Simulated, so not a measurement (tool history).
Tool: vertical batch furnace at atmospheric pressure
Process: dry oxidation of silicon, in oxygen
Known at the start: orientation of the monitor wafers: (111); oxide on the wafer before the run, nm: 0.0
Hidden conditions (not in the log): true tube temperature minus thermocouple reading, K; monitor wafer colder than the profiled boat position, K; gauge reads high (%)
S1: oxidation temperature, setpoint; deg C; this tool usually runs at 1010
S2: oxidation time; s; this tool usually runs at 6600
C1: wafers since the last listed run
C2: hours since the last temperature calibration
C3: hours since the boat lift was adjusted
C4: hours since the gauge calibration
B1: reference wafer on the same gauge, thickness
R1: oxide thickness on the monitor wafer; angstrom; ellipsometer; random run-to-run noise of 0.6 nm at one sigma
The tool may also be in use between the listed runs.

run    hour    S1    S2    C1      C2      C3      C4     B1      R1
  1     0.0  1010  6600     0  2991.8  2341.3   719.8  85.04  1055.5
  2    58.4  1028  6600   882  3050.2  2399.7   778.2  84.92  1192.7
  3   108.7  1028  6600   759  3100.5  2450.0   828.5  84.95  1184.4
  4   144.7  1010  6600   543  3136.5  2486.0   864.5  84.85  1055.1
  5   239.7  1010  7770  1434  3231.5  2581.0   959.5  85.00  1162.9
  6   333.2  1010  7770  1412  3325.0  2674.5  1053.0  85.15  1161.5
  7   413.8  1010  6600  1217  3405.6  2755.1  1133.6  84.94  1053.9
  8   480.2  1010  6600  1002  3472.0  2821.5  1200.0  85.16  1057.9
  9   531.1  1010  5520   768  3522.9  2872.4  1250.9  85.09   944.0
 10   568.1  1010  5520   558  3559.9  2909.4  1287.9  84.79   940.6
 11   632.4  1010  6600   971  3624.2  2973.7  1352.2  84.79  1051.9
      657.4  -- boat lift adjusted
 12   699.1  1003  6600   644  3690.9    41.7  1418.9  85.09   997.1
 13   760.4  1010  6600   925  3752.2   103.0  1480.2  85.02  1042.2
      796.8  -- gauge calibrated
 14   862.8  1030  3690  1546  3854.6   205.4    66.0  85.03   829.4
      894.6  -- thermocouples replaced and temperature profile calibrated
 15   929.6  1032  5070   646    35.0   272.2   132.8  85.12  1035.6
 16   970.6  1010  6600   619    76.0   313.2   173.8  84.94  1045.2
 17  1051.9   993  9180  1227   157.3   394.5   255.1  84.97  1151.5
 18  1114.7   988  5190   948   220.1   457.3   317.9  85.03   771.1
 19  1187.8  1017  4950  1104   293.2   530.4   391.0  85.01   921.9
 20  1235.8   985  3630   724   341.2   578.4   439.0  85.20   596.2
 21  1342.1   992  6600  1605   447.5   684.7   545.3  84.89   929.0
 22  1383.3   994  3810   622   488.7   725.9   586.5  84.83   657.9
 23  1440.2   987  6600   859   545.6   782.8   643.4  85.08   899.5
 24  1491.1   985  3630   768   596.5   833.7   694.3  84.95   592.2

Consider 5 possible next runs. They are alternatives, not a sequence: every one starts from the tool as it was left by run 24. What does each give?
  A  1496.7  1010  6600  84  602.1  839.3  699.9   ?   ?
  B  1496.7   994  6600  84  602.1  839.3  699.9   ?   ?
  C  1496.7   997  6600  84  602.1  839.3  699.9   ?   ?
  D  1496.7  1010  3540  84  602.1  839.3  699.9   ?   ?
  E  1496.7  1023  4620  84  602.1  839.3  699.9   ?   ?

run     B1      R1
  A  84.85  1061.2
  B  84.85   946.6
  C  84.85   966.8
  D  84.85   709.9
  E  84.85   924.5
With the hidden condition removed and each run's random variation left untouched, the same runs would have given:
run      R1
  A  1061.2
  B   946.6
  C   966.8
  D   709.9
  E   924.5
